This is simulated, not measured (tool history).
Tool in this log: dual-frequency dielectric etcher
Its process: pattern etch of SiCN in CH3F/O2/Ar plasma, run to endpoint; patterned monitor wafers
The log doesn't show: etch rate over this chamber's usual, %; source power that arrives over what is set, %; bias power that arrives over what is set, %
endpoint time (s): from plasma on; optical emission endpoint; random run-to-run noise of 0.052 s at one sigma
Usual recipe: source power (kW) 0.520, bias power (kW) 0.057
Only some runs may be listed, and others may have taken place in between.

run	hour	source power (kW)	bias power (kW)	wafers since the last listed run	hours since the last wet clean	hours since the last source power generator calibration	hours since the last bias power generator calibration	hours since the last upper electrode change	incoming incoming film thickness, nm	endpoint time (s)
1	0.0	0.520	0.057	0	285.7	3861.5	4724.7	3721.7	6.91	17.3
2	22.9	0.520	0.057	397	308.6	3884.4	4747.6	3744.6	6.86	17.1
3	106.5	0.520	0.057	1451	392.2	3968.0	4831.2	3828.2	6.93	17.2
4	123.9	0.520	0.057	302	409.6	3985.4	4848.6	3845.6	6.82	17.0
# hour 168.2: wet clean of the chamber
5	168.7	0.520	0.057	361	0.5	4030.2	4893.4	3890.4	6.86	17.3
6	169.0	0.520	0.057	5	0.8	4030.5	4893.7	3890.7	6.92	17.4
7	181.1	0.520	0.057	210	12.9	4042.6	4905.8	3902.8	6.82	17.1
8	196.2	0.520	0.057	262	28.0	4057.7	4920.9	3917.9	6.93	17.4
9	213.5	0.520	0.057	300	45.3	4075.0	4938.2	3935.2	6.91	17.3
10	228.0	0.520	0.057	251	59.8	4089.5	4952.7	3949.7	6.89	17.2
11	260.3	0.520	0.057	560	92.1	4121.8	4985.0	3982.0	6.88	17.3
12	288.7	0.520	0.050	492	120.5	4150.2	5013.4	4010.4	6.89	18.2
13	304.0	0.520	0.050	265	135.8	4165.5	5028.7	4025.7	6.83	18.1
14	318.3	0.520	0.050	248	150.1	4179.8	5043.0	4040.0	6.84	17.9
15	345.0	0.520	0.057	463	176.8	4206.5	5069.7	4066.7	6.87	17.1
16	367.6	0.440	0.067	392	199.4	4229.1	5092.3	4089.3	6.96	17.4
# hour 372.1: bias power generator calibrated
# hour 430.3: upper electrode replaced
17	434.0	0.440	0.053	666	265.8	4295.5	61.9	3.7	6.96	19.3
18	453.0	0.450	0.048	329	284.8	4314.5	80.9	22.7	6.88	19.6
# hour 461.8: source power generator calibrated
19	480.4	0.520	0.057	406	312.2	18.6	108.3	50.1	6.89	17.1
20	548.7	0.420	0.046	1185	380.5	86.9	176.6	118.4	6.90	20.4
# hour 580.1: wet clean of the chamber
21	580.6	0.420	0.049	137	0.5	118.8	208.5	150.3	6.93	20.3
22	581.0	0.520	0.057	6	0.9	119.2	208.9	150.7	6.95	17.5
23	595.2	0.520	0.043	246	15.1	133.4	223.1	164.9	6.92	19.4
24	614.8	0.520	0.057	340	34.7	153.0	242.7	184.5	6.89	17.2
25	631.9	0.520	0.062	296	51.8	170.1	259.8	201.6	6.87	16.6
26	652.8	0.550	0.057	362	72.7	191.0	280.7	222.5	6.86	16.7
27	670.9	0.470	0.057	314	90.8	209.1	298.8	240.6	6.86	18.0
28	738.6	0.520	0.057	1175	158.5	276.8	366.5	308.3	6.89	17.2
29	765.1	0.590	0.063	460	185.0	303.3	393.0	334.8	6.90	15.8
30	785.7	0.460	0.070	357	205.6	323.9	413.6	355.4	6.88	16.6

How the hidden state differs across the entries between the runs, from the last listed run before each to the first after it:
Run 4 -> run 5: wet clean of the chamber (hour 168.2)
  etch rate over this chamber's usual, %: 1.19 -> 0.0615
Run 16 -> run 17: bias power generator calibrated (hour 372.1); upper electrode replaced (hour 430.3)
  etch rate over this chamber's usual, %: 0.734 -> 0.958
Run 18 -> run 19: source power generator calibrated (hour 461.8)
  etch rate over this chamber's usual, %: 1.02 -> 1.12
Run 20 -> run 21: wet clean of the chamber (hour 580.1)
  etch rate over this chamber's usual, %: 1.35 -> -0.184

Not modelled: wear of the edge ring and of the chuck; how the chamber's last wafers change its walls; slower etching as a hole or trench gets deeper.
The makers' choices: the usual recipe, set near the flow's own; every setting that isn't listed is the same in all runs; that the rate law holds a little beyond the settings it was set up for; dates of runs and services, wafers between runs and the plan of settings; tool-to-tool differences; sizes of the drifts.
